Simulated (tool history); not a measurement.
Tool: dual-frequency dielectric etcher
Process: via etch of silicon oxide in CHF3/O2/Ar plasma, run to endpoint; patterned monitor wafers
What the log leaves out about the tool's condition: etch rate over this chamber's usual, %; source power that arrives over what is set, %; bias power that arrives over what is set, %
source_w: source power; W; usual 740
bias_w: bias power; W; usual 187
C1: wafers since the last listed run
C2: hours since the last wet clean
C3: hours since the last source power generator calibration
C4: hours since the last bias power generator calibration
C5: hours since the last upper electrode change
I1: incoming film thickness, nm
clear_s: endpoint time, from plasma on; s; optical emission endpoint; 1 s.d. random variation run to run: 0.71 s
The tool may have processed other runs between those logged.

run 1 hour=0 | source_w=740 bias_w=187 | C1=0 C2=61.4 C3=3371.9 C4=3931.6 C5=4067.7 | I1=493.4 | clear_s=217.8
run 2 hour=55.1 | source_w=740 bias_w=187 | C1=145 C2=116.5 C3=3427 C4=3986.7 C5=4122.8 | I1=493.6 | clear_s=220.1
run 3 hour=309.8 | source_w=740 bias_w=187 | C1=673 C2=371.2 C3=3681.7 C4=4241.4 C5=4377.5 | I1=497.2 | clear_s=222.6
run 4 hour=366.5 | source_w=820 bias_w=220 | C1=149 C2=427.9 C3=3738.4 C4=4298.1 C5=4434.2 | I1=489.9 | clear_s=200.5
run 5 hour=421.9 | source_w=740 bias_w=187 | C1=146 C2=483.3 C3=3793.8 C4=4353.5 C5=4489.6 | I1=497.9 | clear_s=224.7
run 6 hour=486.9 | source_w=740 bias_w=187 | C1=171 C2=548.3 C3=3858.8 C4=4418.5 C5=4554.6 | I1=495 | clear_s=223.3
-- hour=521.8 wet clean of the chamber
run 7 hour=546.7 | source_w=740 bias_w=187 | C1=94 C2=24.9 C3=3918.6 C4=4478.3 C5=4614.4 | I1=495.9 | clear_s=218.5
run 8 hour=619.3 | source_w=740 bias_w=187 | C1=191 C2=97.5 C3=3991.2 C4=4550.9 C5=4687 | I1=490.2 | clear_s=215.7
run 9 hour=690.5 | source_w=740 bias_w=187 | C1=188 C2=168.7 C3=4062.4 C4=4622.1 C5=4758.2 | I1=494.5 | clear_s=219.9
run 10 hour=736.4 | source_w=740 bias_w=187 | C1=121 C2=214.6 C3=4108.3 C4=4668 C5=4804.1 | I1=490.8 | clear_s=217.7
run 11 hour=794.9 | source_w=740 bias_w=187 | C1=154 C2=273.1 C3=4166.8 C4=4726.5 C5=4862.6 | I1=489.9 | clear_s=218.4
run 12 hour=868 | source_w=740 bias_w=187 | C1=193 C2=346.2 C3=4239.9 C4=4799.6 C5=4935.7 | I1=495.8 | clear_s=222.8
run 13 hour=1130.3 | source_w=740 bias_w=187 | C1=693 C2=608.5 C3=4502.2 C4=5061.9 C5=5198 | I1=493.8 | clear_s=223.2
-- hour=1162.4 wet clean of the chamber
run 14 hour=1214.6 | source_w=890 bias_w=187 | C1=159 C2=52.2 C3=4586.5 C4=5146.2 C5=5282.3 | I1=495.5 | clear_s=203
run 15 hour=1272 | source_w=740 bias_w=187 | C1=151 C2=109.6 C3=4643.9 C4=5203.6 C5=5339.7 | I1=495.8 | clear_s=221.1
run 16 hour=1372.8 | source_w=870 bias_w=145 | C1=266 C2=210.4 C3=4744.7 C4=5304.4 C5=5440.5 | I1=490.4 | clear_s=222.1
run 17 hour=1415.8 | source_w=740 bias_w=187 | C1=113 C2=253.4 C3=4787.7 C4=5347.4 C5=5483.5 | I1=488.9 | clear_s=218.8
-- hour=1473.9 upper electrode replaced
run 18 hour=1488.1 | source_w=690 bias_w=147 | C1=127 C2=325.7 C3=4860 C4=5419.7 C5=14.2 | I1=492.9 | clear_s=245.9
-- hour=1505.4 bias power generator calibrated
-- hour=1558.8 source power generator calibrated
run 19 hour=1595.6 | source_w=740 bias_w=187 | C1=262 C2=433.2 C3=36.8 C4=90.2 C5=121.7 | I1=497.5 | clear_s=224.7
run 20 hour=1698.1 | source_w=740 bias_w=187 | C1=270 C2=535.7 C3=139.3 C4=192.7 C5=224.2 | I1=490.7 | clear_s=223.3
-- hour=1759.8 wet clean of the chamber
run 21 hour=1760.3 | source_w=740 bias_w=187 | C1=100 C2=0.5 C3=201.5 C4=254.9 C5=286.4 | I1=496.1 | clear_s=218.9
run 22 hour=1837.4 | source_w=580 bias_w=200 | C1=203 C2=77.6 C3=278.6 C4=332 C5=363.5 | I1=491.9 | clear_s=234.7
run 23 hour=1875.4 | source_w=740 bias_w=187 | C1=100 C2=115.6 C3=316.6 C4=370 C5=401.5 | I1=496.9 | clear_s=220.3
run 24 hour=1944.2 | source_w=570 bias_w=217 | C1=181 C2=184.4 C3=385.4 C4=438.8 C5=470.3 | I1=497.5 | clear_s=234.4
run 25 hour=1990.7 | source_w=820 bias_w=224 | C1=122 C2=230.9 C3=431.9 C4=485.3 C5=516.8 | I1=495.5 | clear_s=199.7
run 26 hour=2039.1 | source_w=740 bias_w=223 | C1=127 C2=279.3 C3=480.3 C4=533.7 C5=565.2 | I1=495.8 | clear_s=209.5
run 27 hour=2126.6 | source_w=740 bias_w=187 | C1=231 C2=366.8 C3=567.8 C4=621.2 C5=652.7 | I1=499.1 | clear_s=225.5
run 28 hour=2174 | source_w=580 bias_w=149 | C1=125 C2=414.2 C3=615.2 C4=668.6 C5=700.1 | I1=498 | clear_s=267.3
run 29 hour=2244.8 | source_w=660 bias_w=164 | C1=187 C2=485 C3=686 C4=739.4 C5=770.9 | I1=497.2 | clear_s=245.2
run 30 hour=2295.5 | source_w=740 bias_w=187 | C1=133 C2=535.7 C3=736.7 C4=790.1 C5=821.6 | I1=497.7 | clear_s=224.9
run 31 hour=2400 | source_w=740 bias_w=187 | C1=276 C2=640.2 C3=841.2 C4=894.6 C5=926.1 | I1=491 | clear_s=223.3
-- hour=2452.4 wet clean of the chamber
run 32 hour=2480.8 | source_w=840 bias_w=187 | C1=150 C2=28.4 C3=922 C4=975.4 C5=1006.9 | I1=493.8 | clear_s=208
run 33 hour=2554.3 | source_w=870 bias_w=226 | C1=194 C2=101.9 C3=995.5 C4=1048.9 C5=1080.4 | I1=496.6 | clear_s=194.3
run 34 hour=2645 | source_w=600 bias_w=187 | C1=239 C2=192.6 C3=1086.2 C4=1139.6 C5=1171.1 | I1=493.7 | clear_s=240.4

Describe how what the log doesn't record of the tool's condition differs between the last listed run preceding each entry between runs and the first listed run following it.
Between runs 6 and 7: wet clean of the chamber (hour 521.8)
  etch rate over this chamber's usual, %: -2.6 -> 0.117
  what was measured, less what the result would be without the hidden state, clear_s: +5.8 -> -0.3 s
Between runs 13 and 14: wet clean of the chamber (hour 1162.4)
  etch rate over this chamber's usual, %: -2.54 -> -0.499
  what was measured, less what the result would be without the hidden state, clear_s: +5.6 -> +1 s
Between runs 17 and 18: upper electrode replaced (hour 1473.9)
  etch rate over this chamber's usual, %: -1.41 -> -1.74
  what was measured, less what the result would be without the hidden state, clear_s: +3.1 -> +4.3 s
Between runs 18 and 19: bias power generator calibrated (hour 1505.4); source power generator calibrated (hour 1558.8)
  etch rate over this chamber's usual, %: -1.74 -> -2.23
  what was measured, less what the result would be without the hidden state, clear_s: +4.3 -> +5 s
Between runs 20 and 21: wet clean of the chamber (hour 1759.8)
  etch rate over this chamber's usual, %: -2.7 -> 0.00197
  what was measured, less what the result would be without the hidden state, clear_s: +6.1 -> -0.1 s
Between runs 31 and 32: wet clean of the chamber (hour 2452.4)
  etch rate over this chamber's usual, %: -2.91 -> -0.426
  what was measured, less what the result would be without the hidden state, clear_s: +6.5 -> +0.9 s
